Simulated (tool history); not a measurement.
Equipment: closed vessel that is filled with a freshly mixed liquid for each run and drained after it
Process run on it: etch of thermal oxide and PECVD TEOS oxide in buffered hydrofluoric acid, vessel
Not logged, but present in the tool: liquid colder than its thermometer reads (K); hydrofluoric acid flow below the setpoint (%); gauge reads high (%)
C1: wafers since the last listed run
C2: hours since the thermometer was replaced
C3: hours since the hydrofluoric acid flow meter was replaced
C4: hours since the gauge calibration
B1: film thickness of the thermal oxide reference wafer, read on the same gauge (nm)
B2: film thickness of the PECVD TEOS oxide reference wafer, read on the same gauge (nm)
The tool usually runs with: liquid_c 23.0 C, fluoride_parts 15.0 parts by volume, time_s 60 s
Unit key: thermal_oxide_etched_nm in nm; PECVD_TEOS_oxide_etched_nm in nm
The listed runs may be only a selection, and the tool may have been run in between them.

{"run": 1, "hour": 0.0, "liquid_c": 23.0, "fluoride_parts": 15.0, "time_s": 60, "C1": 0, "C2": 213.0, "C3": 183.7, "C4": 243.0, "B1": 30.0, "B2": 69.98, "thermal_oxide_etched_nm": 47.66, "PECVD_TEOS_oxide_etched_nm": 118.77}
{"run": 2, "hour": 65.4, "liquid_c": 23.0, "fluoride_parts": 15.0, "time_s": 60, "C1": 8805, "C2": 278.4, "C3": 249.1, "C4": 308.4, "B1": 30.02, "B2": 69.96, "thermal_oxide_etched_nm": 46.97, "PECVD_TEOS_oxide_etched_nm": 119.17}
{"run": 3, "hour": 238.1, "liquid_c": 26.5, "fluoride_parts": 15.0, "time_s": 60, "C1": 23252, "C2": 451.1, "C3": 421.8, "C4": 481.1, "B1": 29.95, "B2": 70.01, "thermal_oxide_etched_nm": 56.49, "PECVD_TEOS_oxide_etched_nm": 143.42}
{"run": 4, "hour": 305.9, "liquid_c": 26.5, "fluoride_parts": 15.0, "time_s": 60, "C1": 9128, "C2": 518.9, "C3": 489.6, "C4": 548.9, "B1": 29.99, "B2": 70.0, "thermal_oxide_etched_nm": 56.73, "PECVD_TEOS_oxide_etched_nm": 141.64}
{"hour": 356.6, "done": "thermometer replaced"}
{"run": 5, "hour": 384.9, "liquid_c": 23.0, "fluoride_parts": 11.0, "time_s": 60, "C1": 10501, "C2": 28.3, "C3": 568.6, "C4": 627.9, "B1": 30.03, "B2": 70.01, "thermal_oxide_etched_nm": 62.88, "PECVD_TEOS_oxide_etched_nm": 156.95}
{"run": 6, "hour": 481.4, "liquid_c": 23.0, "fluoride_parts": 11.0, "time_s": 60, "C1": 12992, "C2": 124.8, "C3": 665.1, "C4": 724.4, "B1": 30.02, "B2": 70.0, "thermal_oxide_etched_nm": 62.47, "PECVD_TEOS_oxide_etched_nm": 156.39}
{"run": 7, "hour": 540.4, "liquid_c": 23.0, "fluoride_parts": 11.0, "time_s": 60, "C1": 7943, "C2": 183.8, "C3": 724.1, "C4": 783.4, "B1": 30.0, "B2": 69.98, "thermal_oxide_etched_nm": 62.82, "PECVD_TEOS_oxide_etched_nm": 155.85}
{"run": 8, "hour": 647.2, "liquid_c": 23.0, "fluoride_parts": 19.5, "time_s": 70, "C1": 14379, "C2": 290.6, "C3": 830.9, "C4": 890.2, "B1": 30.03, "B2": 70.03, "thermal_oxide_etched_nm": 41.61, "PECVD_TEOS_oxide_etched_nm": 103.59}
{"hour": 697.1, "done": "hydrofluoric acid flow meter replaced"}
{"run": 9, "hour": 722.8, "liquid_c": 23.0, "fluoride_parts": 15.0, "time_s": 60, "C1": 10044, "C2": 366.2, "C3": 25.7, "C4": 965.8, "B1": 29.99, "B2": 70.02, "thermal_oxide_etched_nm": 48.29, "PECVD_TEOS_oxide_etched_nm": 121.18}
{"run": 10, "hour": 777.0, "liquid_c": 23.0, "fluoride_parts": 15.0, "time_s": 60, "C1": 7297, "C2": 420.4, "C3": 79.9, "C4": 1020.0, "B1": 29.94, "B2": 69.96, "thermal_oxide_etched_nm": 48.03, "PECVD_TEOS_oxide_etched_nm": 119.33}
{"run": 11, "hour": 848.4, "liquid_c": 23.0, "fluoride_parts": 15.0, "time_s": 60, "C1": 9613, "C2": 491.8, "C3": 151.3, "C4": 1091.4, "B1": 30.04, "B2": 70.04, "thermal_oxide_etched_nm": 48.19, "PECVD_TEOS_oxide_etched_nm": 120.76}
{"hour": 863.9, "done": "gauge calibrated"}
{"hour": 906.3, "done": "thermometer replaced"}
{"run": 12, "hour": 906.8, "liquid_c": 20.5, "fluoride_parts": 15.0, "time_s": 60, "C1": 7728, "C2": 0.5, "C3": 209.7, "C4": 42.9, "B1": 30.04, "B2": 69.99, "thermal_oxide_etched_nm": 41.74, "PECVD_TEOS_oxide_etched_nm": 103.89}
{"run": 13, "hour": 965.1, "liquid_c": 23.0, "fluoride_parts": 20.5, "time_s": 80, "C1": 7849, "C2": 58.8, "C3": 268.0, "C4": 101.2, "B1": 29.98, "B2": 69.99, "thermal_oxide_etched_nm": 47.32, "PECVD_TEOS_oxide_etched_nm": 117.78}
{"run": 14, "hour": 1068.9, "liquid_c": 23.0, "fluoride_parts": 11.0, "time_s": 60, "C1": 13975, "C2": 162.6, "C3": 371.8, "C4": 205.0, "B1": 30.01, "B2": 69.95, "thermal_oxide_etched_nm": 64.54, "PECVD_TEOS_oxide_etched_nm": 158.95}
{"run": 15, "hour": 1114.0, "liquid_c": 23.0, "fluoride_parts": 17.0, "time_s": 75, "C1": 6072, "C2": 207.7, "C3": 416.9, "C4": 250.1, "B1": 29.99, "B2": 70.01, "thermal_oxide_etched_nm": 52.52, "PECVD_TEOS_oxide_etched_nm": 130.02}
{"run": 16, "hour": 1208.2, "liquid_c": 20.5, "fluoride_parts": 12.5, "time_s": 75, "C1": 12683, "C2": 301.9, "C3": 511.1, "C4": 344.3, "B1": 29.99, "B2": 69.97, "thermal_oxide_etched_nm": 60.73, "PECVD_TEOS_oxide_etched_nm": 152.05}
{"run": 17, "hour": 1299.7, "liquid_c": 25.0, "fluoride_parts": 19.5, "time_s": 60, "C1": 12319, "C2": 393.4, "C3": 602.6, "C4": 435.8, "B1": 30.01, "B2": 70.03, "thermal_oxide_etched_nm": 40.51, "PECVD_TEOS_oxide_etched_nm": 100.46}
{"run": 18, "hour": 1344.2, "liquid_c": 21.5, "fluoride_parts": 20.0, "time_s": 60, "C1": 5991, "C2": 437.9, "C3": 647.1, "C4": 480.3, "B1": 29.99, "B2": 69.99, "thermal_oxide_etched_nm": 32.46, "PECVD_TEOS_oxide_etched_nm": 81.68}
{"run": 19, "hour": 1415.7, "liquid_c": 23.0, "fluoride_parts": 15.0, "time_s": 40, "C1": 9626, "C2": 509.4, "C3": 718.6, "C4": 551.8, "B1": 30.02, "B2": 70.0, "thermal_oxide_etched_nm": 30.76, "PECVD_TEOS_oxide_etched_nm": 75.94}
{"hour": 1448.6, "done": "thermometer replaced"}
{"hour": 1501.9, "done": "hydrofluoric acid flow meter replaced"}
{"run": 20, "hour": 1519.5, "liquid_c": 23.0, "fluoride_parts": 15.0, "time_s": 70, "C1": 13706, "C2": 70.9, "C3": 17.6, "C4": 655.6, "B1": 29.99, "B2": 70.03, "thermal_oxide_etched_nm": 56.32, "PECVD_TEOS_oxide_etched_nm": 139.85}

Each row is a separate what-if for the run after 20, all from the same tool condition, not one after another. Results?
{"run": "A", "hour": 1520.2, "liquid_c": 25.0, "fluoride_parts": 15.0, "time_s": 60, "C1": 94, "C2": 71.6, "C3": 18.3, "C4": 656.3, "B1": "?", "B2": "?", "thermal_oxide_etched_nm": "?", "PECVD_TEOS_oxide_etched_nm": "?"}
{"run": "B", "hour": 1520.2, "liquid_c": 19.5, "fluoride_parts": 12.0, "time_s": 35, "C1": 94, "C2": 71.6, "C3": 18.3, "C4": 656.3, "B1": "?", "B2": "?", "thermal_oxide_etched_nm": "?", "PECVD_TEOS_oxide_etched_nm": "?"}
{"run": "C", "hour": 1520.2, "liquid_c": 19.0, "fluoride_parts": 18.0, "time_s": 30, "C1": 94, "C2": 71.6, "C3": 18.3, "C4": 656.3, "B1": "?", "B2": "?", "thermal_oxide_etched_nm": "?", "PECVD_TEOS_oxide_etched_nm": "?"}
{"run": "D", "hour": 1520.2, "liquid_c": 21.0, "fluoride_parts": 11.0, "time_s": 40, "C1": 94, "C2": 71.6, "C3": 18.3, "C4": 656.3, "B1": "?", "B2": "?", "thermal_oxide_etched_nm": "?", "PECVD_TEOS_oxide_etched_nm": "?"}
{"run": "E", "hour": 1520.2, "liquid_c": 23.0, "fluoride_parts": 18.5, "time_s": 60, "C1": 94, "C2": 71.6, "C3": 18.3, "C4": 656.3, "B1": "?", "B2": "?", "thermal_oxide_etched_nm": "?", "PECVD_TEOS_oxide_etched_nm": "?"}

run=A B1=29.95 B2=69.99 thermal_oxide_etched_nm=53.27 PECVD_TEOS_oxide_etched_nm=134.53
run=B B1=29.95 B2=69.99 thermal_oxide_etched_nm=28.55 PECVD_TEOS_oxide_etched_nm=72.09
run=C B1=29.95 B2=69.99 thermal_oxide_etched_nm=15.97 PECVD_TEOS_oxide_etched_nm=40.32
run=D B1=29.95 B2=69.99 thermal_oxide_etched_nm=38.63 PECVD_TEOS_oxide_etched_nm=97.54
run=E B1=29.95 B2=69.99 thermal_oxide_etched_nm=38.85 PECVD_TEOS_oxide_etched_nm=98.10
The same runs, with their run-to-run variation unchanged, on a tool lacking any hidden condition would have given:
run=A thermal_oxide_etched_nm=53.66 PECVD_TEOS_oxide_etched_nm=135.51
run=B thermal_oxide_etched_nm=28.75 PECVD_TEOS_oxide_etched_nm=72.61
run=C thermal_oxide_etched_nm=16.08 PECVD_TEOS_oxide_etched_nm=40.61
run=D thermal_oxide_etched_nm=38.91 PECVD_TEOS_oxide_etched_nm=98.25
run=E thermal_oxide_etched_nm=39.13 PECVD_TEOS_oxide_etched_nm=98.82

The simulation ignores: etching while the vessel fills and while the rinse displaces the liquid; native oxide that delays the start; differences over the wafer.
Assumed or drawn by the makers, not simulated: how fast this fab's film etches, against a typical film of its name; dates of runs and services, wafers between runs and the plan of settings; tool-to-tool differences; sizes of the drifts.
